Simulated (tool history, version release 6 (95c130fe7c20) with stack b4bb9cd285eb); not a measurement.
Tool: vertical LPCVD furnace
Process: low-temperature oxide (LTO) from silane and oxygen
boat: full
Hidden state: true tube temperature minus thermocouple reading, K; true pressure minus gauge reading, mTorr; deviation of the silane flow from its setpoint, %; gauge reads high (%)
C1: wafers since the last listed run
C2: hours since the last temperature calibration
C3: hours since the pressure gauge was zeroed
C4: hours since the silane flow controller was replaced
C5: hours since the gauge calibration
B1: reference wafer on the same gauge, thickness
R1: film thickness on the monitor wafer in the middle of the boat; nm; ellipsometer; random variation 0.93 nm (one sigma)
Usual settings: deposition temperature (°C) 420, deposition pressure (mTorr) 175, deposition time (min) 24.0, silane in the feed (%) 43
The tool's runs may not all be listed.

Run 1, hour 0.0: usual settings but silane in the feed (%) 49; C1 0; C2 3431.4; C3 3151.5; C4 1796.9; C5 282.8; B1 257.83. Result: R1 261.96 nm.
Run 2, hour 35.4: usual settings; C1 422; C2 3466.8; C3 3186.9; C4 1832.3; C5 318.2; B1 258.22. Result: R1 233.65 nm.
Run 3, hour 80.3: usual settings; C1 535; C2 3511.7; C3 3231.8; C4 1877.2; C5 363.1; B1 258.09. Result: R1 233.78 nm.
Run 4, hour 119.6: usual settings but silane in the feed (%) 47; C1 469; C2 3551.0; C3 3271.1; C4 1916.5; C5 402.4; B1 257.46. Result: R1 253.64 nm.
Run 5, hour 187.1: usual settings but deposition pressure (mTorr) 140; C1 805; C2 3618.5; C3 3338.6; C4 1984.0; C5 469.9; B1 257.76. Result: R1 185.97 nm.
Run 6, hour 229.6: usual settings; C1 507; C2 3661.0; C3 3381.1; C4 2026.5; C5 512.4; B1 257.83. Result: R1 231.36 nm.
At hour 289.9: thermocouples replaced and temperature profile calibrated.
Run 7, hour 290.4: usual settings; C1 439; C2 0.5; C3 3441.9; C4 2087.3; C5 573.2; B1 258.24. Result: R1 232.95 nm.
Run 8, hour 319.9: usual settings but deposition pressure (mTorr) 200; C1 352; C2 30.0; C3 3471.4; C4 2116.8; C5 602.7; B1 257.88. Result: R1 266.96 nm.
Run 9, hour 379.5: usual settings but deposition pressure (mTorr) 200; C1 711; C2 89.6; C3 3531.0; C4 2176.4; C5 662.3; B1 257.88. Result: R1 265.41 nm.
Run 10, hour 409.0: usual settings but deposition pressure (mTorr) 200; C1 352; C2 119.1; C3 3560.5; C4 2205.9; C5 691.8; B1 258.17. Result: R1 268.04 nm.
Run 11, hour 448.6: usual settings; C1 472; C2 158.7; C3 3600.1; C4 2245.5; C5 731.4; B1 258.42. Result: R1 233.34 nm.
Run 12, hour 485.5: usual settings; C1 440; C2 195.6; C3 3637.0; C4 2282.4; C5 768.3; B1 257.83. Result: R1 231.56 nm.
At hour 551.5: silane flow controller replaced.
Run 13, hour 556.0: usual settings; C1 554; C2 266.1; C3 3707.5; C4 4.5; C5 838.8; B1 258.05. Result: R1 230.44 nm.
Run 14, hour 594.5: usual settings but deposition pressure (mTorr) 200, silane in the feed (%) 38; C1 459; C2 304.6; C3 3746.0; C4 43.0; C5 877.3; B1 257.92. Result: R1 232.98 nm.
Run 15, hour 625.0: usual settings; C1 363; C2 335.1; C3 3776.5; C4 73.5; C5 907.8; B1 258.11. Result: R1 231.01 nm.
Run 16, hour 681.2: usual settings but deposition pressure (mTorr) 135, deposition time (min) 31.5; C1 670; C2 391.3; C3 3832.7; C4 129.7; C5 964.0; B1 258.08. Result: R1 231.28 nm.
Run 17, hour 735.8: usual settings but deposition pressure (mTorr) 140, deposition time (min) 18.0, silane in the feed (%) 47; C1 651; C2 445.9; C3 3887.3; C4 184.3; C5 1018.6; B1 258.37. Result: R1 150.06 nm.
Run 18, hour 764.5: usual settings but deposition temperature (°C) 431, deposition pressure (mTorr) 185, deposition time (min) 29.5, silane in the feed (%) 36; C1 342; C2 474.6; C3 3916.0; C4 213.0; C5 1047.3; B1 257.90. Result: R1 274.04 nm.
At hour 819.2: pressure gauge zeroed.
Run 19, hour 819.7: usual settings but deposition temperature (°C) 413; C1 372; C2 529.8; C3 0.5; C4 268.2; C5 1102.5; B1 258.39. Result: R1 206.38 nm.
Run 20, hour 836.3: usual settings but deposition temperature (°C) 410, deposition pressure (mTorr) 155; C1 198; C2 546.4; C3 17.1; C4 284.8; C5 1119.1; B1 258.11. Result: R1 176.66 nm.
Run 21, hour 880.8: usual settings; C1 531; C2 590.9; C3 61.6; C4 329.3; C5 1163.6; B1 258.07. Result: R1 222.05 nm.
At hour 894.0: gauge calibrated.
Run 22, hour 941.8: usual settings but deposition time (min) 21.0, silane in the feed (%) 47; C1 727; C2 651.9; C3 122.6; C4 390.3; C5 47.8; B1 257.86. Result: R1 213.08 nm.
Run 23, hour 983.5: usual settings but deposition temperature (°C) 427; C1 497; C2 693.6; C3 164.3; C4 432.0; C5 89.5; B1 258.37. Result: R1 238.18 nm.
Run 24, hour 1012.3: usual settings but silane in the feed (%) 50; C1 343; C2 722.4; C3 193.1; C4 460.8; C5 118.3; B1 258.28. Result: R1 254.67 nm.
Run 25, hour 1061.6: usual settings; C1 588; C2 771.7; C3 242.4; C4 510.1; C5 167.6; B1 258.01. Result: R1 222.03 nm.
Run 26, hour 1118.4: usual settings but deposition time (min) 29.0, silane in the feed (%) 37; C1 677; C2 828.5; C3 299.2; C4 566.9; C5 224.4; B1 257.86. Result: R1 227.44 nm.
At hour 1211.3: pressure gauge zeroed, repeated, since the last time left the tool worse.
Run 27, hour 1211.8: usual settings but deposition pressure (mTorr) 195, silane in the feed (%) 48; C1 828; C2 921.9; C3 0.5; C4 660.3; C5 317.8; B1 258.35. Result: R1 292.22 nm.
Run 28, hour 1267.4: usual settings but deposition time (min) 15.0, silane in the feed (%) 41; C1 663; C2 977.5; C3 56.1; C4 715.9; C5 373.4; B1 258.05. Result: R1 141.10 nm.
Run 29, hour 1313.2: usual settings; C1 546; C2 1023.3; C3 101.9; C4 761.7; C5 419.2; B1 257.97. Result: R1 236.39 nm.
Run 30, hour 1365.7: usual settings but deposition pressure (mTorr) 145; C1 626; C2 1075.8; C3 154.4; C4 814.2; C5 471.7; B1 258.12. Result: R1 196.25 nm.
Run 31, hour 1398.2: usual settings; C1 387; C2 1108.3; C3 186.9; C4 846.7; C5 504.2; B1 257.87. Result: R1 237.35 nm.

4 ways to go on from here, each from the tool as it stands after run 31. What would each give?
Run A, hour 1402.8: usual settings; C1 54; C2 1112.9; C3 191.5; C4 851.3; C5 508.8; B1 ?. Result: R1 ?.
Run B, hour 1402.8: usual settings but deposition time (min) 30.0; C1 54; C2 1112.9; C3 191.5; C4 851.3; C5 508.8; B1 ?. Result: R1 ?.
Run C, hour 1402.8: usual settings but deposition temperature (°C) 424, deposition pressure (mTorr) 210, deposition time (min) 15.0, silane in the feed (%) 46; C1 54; C2 1112.9; C3 191.5; C4 851.3; C5 508.8; B1 ?. Result: R1 ?.
Run D, hour 1402.8: usual settings but deposition temperature (°C) 424, deposition pressure (mTorr) 185, deposition time (min) 27.0, silane in the feed (%) 50; C1 54; C2 1112.9; C3 191.5; C4 851.3; C5 508.8; B1 ?. Result: R1 ?.

run      B1      R1
  A  257.62  236.01
  B  257.62  295.02
  C  257.62  196.48
  D  257.62  333.37
Without the tool's hidden state the same runs would have given:
run      R1
  A  236.72
  B  295.90
  C  196.97
  D  334.31

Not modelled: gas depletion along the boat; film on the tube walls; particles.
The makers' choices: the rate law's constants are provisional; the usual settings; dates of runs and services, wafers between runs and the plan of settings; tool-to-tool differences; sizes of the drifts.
